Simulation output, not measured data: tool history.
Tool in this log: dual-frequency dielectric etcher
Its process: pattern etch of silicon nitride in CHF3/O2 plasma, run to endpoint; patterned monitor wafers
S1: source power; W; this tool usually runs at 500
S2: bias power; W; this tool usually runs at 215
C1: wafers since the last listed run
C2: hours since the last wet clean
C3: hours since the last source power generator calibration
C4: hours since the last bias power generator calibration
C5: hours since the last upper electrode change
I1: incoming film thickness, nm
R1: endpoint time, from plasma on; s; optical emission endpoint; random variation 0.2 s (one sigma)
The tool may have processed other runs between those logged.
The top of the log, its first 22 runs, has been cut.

run 23 hour=1863.1 | S1=500 S2=215 | C1=1381 C2=307.4 C3=393.3 C4=295.6 C5=3649.6 | I1=65.4 | R1=47.3
-- hour=2036.3 wet clean of the chamber
-- hour=2059.4 upper electrode replaced
run 24 hour=2059.9 | S1=500 S2=215 | C1=1951 C2=23.6 C3=590.1 C4=492.4 C5=0.5 | I1=65.4 | R1=45.4
run 25 hour=2068.6 | S1=540 S2=187 | C1=113 C2=32.3 C3=598.8 C4=501.1 C5=9.2 | I1=65.3 | R1=45.5
run 26 hour=2321.5 | S1=500 S2=215 | C1=3297 C2=285.2 C3=851.7 C4=754.0 C5=262.1 | I1=65.2 | R1=46.1
run 27 hour=2410.2 | S1=540 S2=171 | C1=1156 C2=373.9 C3=940.4 C4=842.7 C5=350.8 | I1=64.1 | R1=46.8
run 28 hour=2514.9 | S1=500 S2=215 | C1=1364 C2=478.6 C3=1045.1 C4=947.4 C5=455.5 | I1=65.2 | R1=47.1
run 29 hour=2604.6 | S1=450 S2=184 | C1=1169 C2=568.3 C3=1134.8 C4=1037.1 C5=545.2 | I1=64.8 | R1=50.7
-- hour=2636.5 wet clean of the chamber
run 30 hour=2661.7 | S1=440 S2=250 | C1=431 C2=25.2 C3=1191.9 C4=1094.2 C5=602.3 | I1=64.5 | R1=45.9

Here are 4 independent what-if runs from the current tool condition. What would each one return?
run A hour=2662.1 | S1=500 S2=261 | C1=5 C2=25.6 C3=1192.3 C4=1094.6 C5=602.7 | I1=64.5 | R1=?
run B hour=2662.1 | S1=460 S2=266 | C1=5 C2=25.6 C3=1192.3 C4=1094.6 C5=602.7 | I1=64.5 | R1=?
run C hour=2662.1 | S1=470 S2=196 | C1=5 C2=25.6 C3=1192.3 C4=1094.6 C5=602.7 | I1=64.5 | R1=?
run D hour=2662.1 | S1=540 S2=267 | C1=5 C2=25.6 C3=1192.3 C4=1094.6 C5=602.7 | I1=64.5 | R1=?

run=A R1=43.3
run=B R1=44.5
run=C R1=47.5
run=D R1=41.8
Without the tool's unlogged condition, the same runs would have read:
run=A R1=43.0
run=B R1=44.2
run=C R1=47.3
run=D R1=41.6

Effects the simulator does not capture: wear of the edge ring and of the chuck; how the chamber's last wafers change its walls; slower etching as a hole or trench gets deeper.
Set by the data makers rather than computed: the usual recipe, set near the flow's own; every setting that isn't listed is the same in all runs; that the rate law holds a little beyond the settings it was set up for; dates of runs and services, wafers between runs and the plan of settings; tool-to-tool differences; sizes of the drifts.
